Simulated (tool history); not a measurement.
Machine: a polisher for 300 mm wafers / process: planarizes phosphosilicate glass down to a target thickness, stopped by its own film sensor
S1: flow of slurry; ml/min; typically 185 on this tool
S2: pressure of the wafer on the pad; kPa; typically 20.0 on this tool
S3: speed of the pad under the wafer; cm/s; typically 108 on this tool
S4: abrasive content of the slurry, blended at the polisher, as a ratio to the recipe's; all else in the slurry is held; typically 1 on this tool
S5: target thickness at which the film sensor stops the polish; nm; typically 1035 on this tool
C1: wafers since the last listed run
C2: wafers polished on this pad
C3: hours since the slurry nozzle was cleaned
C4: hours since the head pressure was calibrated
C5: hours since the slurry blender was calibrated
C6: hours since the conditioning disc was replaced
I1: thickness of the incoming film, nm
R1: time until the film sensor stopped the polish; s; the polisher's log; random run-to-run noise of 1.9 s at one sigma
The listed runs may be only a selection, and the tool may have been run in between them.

run 1 hour=0.0 | S1=185 S2=20.0 S3=108 S4=1 S5=1035 | C1=0 C2=1381 C3=547.1 C4=146.2 C5=13.6 C6=53.2 | I1=1996.0 | R1=112.8
run 2 hour=45.7 | S1=185 S2=20.0 S3=108 S4=1 S5=1212 | C1=481 C2=1862 C3=592.8 C4=191.9 C5=59.3 C6=98.9 | I1=1980.3 | R1=90.4
run 3 hour=88.1 | S1=185 S2=20.0 S3=108 S4=1 S5=1212 | C1=446 C2=2308 C3=635.2 C4=234.3 C5=101.7 C6=141.3 | I1=2039.4 | R1=99.0
-- hour=139.6 slurry nozzle cleaned
-- hour=152.7 worn pad replaced by a new one
run 4 hour=274.6 | S1=185 S2=20.0 S3=108 S4=1 S5=1212 | C1=1910 C2=1282 C3=135.0 C4=420.8 C5=288.2 C6=327.8 | I1=1986.3 | R1=91.4
run 5 hour=352.2 | S1=185 S2=20.0 S3=108 S4=1 S5=1035 | C1=816 C2=2099 C3=212.6 C4=498.4 C5=365.8 C6=405.4 | I1=2018.1 | R1=118.0
-- hour=377.7 conditioning disc replaced and pad reconditioned
run 6 hour=435.0 | S1=185 S2=20.0 S3=108 S4=1 S5=1035 | C1=850 C2=2950 C3=295.4 C4=581.2 C5=448.6 C6=57.3 | I1=2016.7 | R1=113.8
run 7 hour=497.3 | S1=185 S2=20.0 S3=108 S4=1 S5=1035 | C1=655 C2=3606 C3=357.7 C4=643.5 C5=510.9 C6=119.6 | I1=1999.2 | R1=113.6
-- hour=499.8 slurry blender recalibrated
-- hour=501.9 worn pad replaced by a new one
run 8 hour=538.3 | S1=185 S2=20.0 S3=108 S4=1 S5=1035 | C1=388 C2=383 C3=398.7 C4=684.5 C5=38.5 C6=160.6 | I1=1994.1 | R1=110.0
run 9 hour=582.3 | S1=185 S2=20.0 S3=108 S4=1 S5=1035 | C1=463 C2=846 C3=442.7 C4=728.5 C5=82.5 C6=204.6 | I1=2024.8 | R1=116.4
run 10 hour=637.2 | S1=185 S2=20.0 S3=108 S4=1 S5=1035 | C1=577 C2=1424 C3=497.6 C4=783.4 C5=137.4 C6=259.5 | I1=1991.8 | R1=111.7
run 11 hour=676.3 | S1=185 S2=20.0 S3=108 S4=1 S5=811 | C1=411 C2=1836 C3=536.7 C4=822.5 C5=176.5 C6=298.6 | I1=1989.9 | R1=135.9
-- hour=681.7 head pressure recalibrated
-- hour=727.7 conditioning disc replaced and pad reconditioned
run 12 hour=775.1 | S1=185 S2=20.0 S3=108 S4=1 S5=1035 | C1=997 C2=2834 C3=635.5 C4=93.4 C5=275.3 C6=47.4 | I1=2045.7 | R1=116.3

Expected results for the next run?
-- hour=776.8 slurry nozzle cleaned
-- hour=799.6 worn pad replaced by a new one
run 13 hour=831.4 | S1=150 S2=20.0 S3=108 S4=1 S5=1035 | C1=540 C2=334 C3=54.6 C4=149.7 C5=331.6 C6=103.7 | I1=2024.5 | R1=?

R1: 122.8 s
With the hidden condition absent and the run-to-run variation left alone, this run would have shown R1 122.8 s.
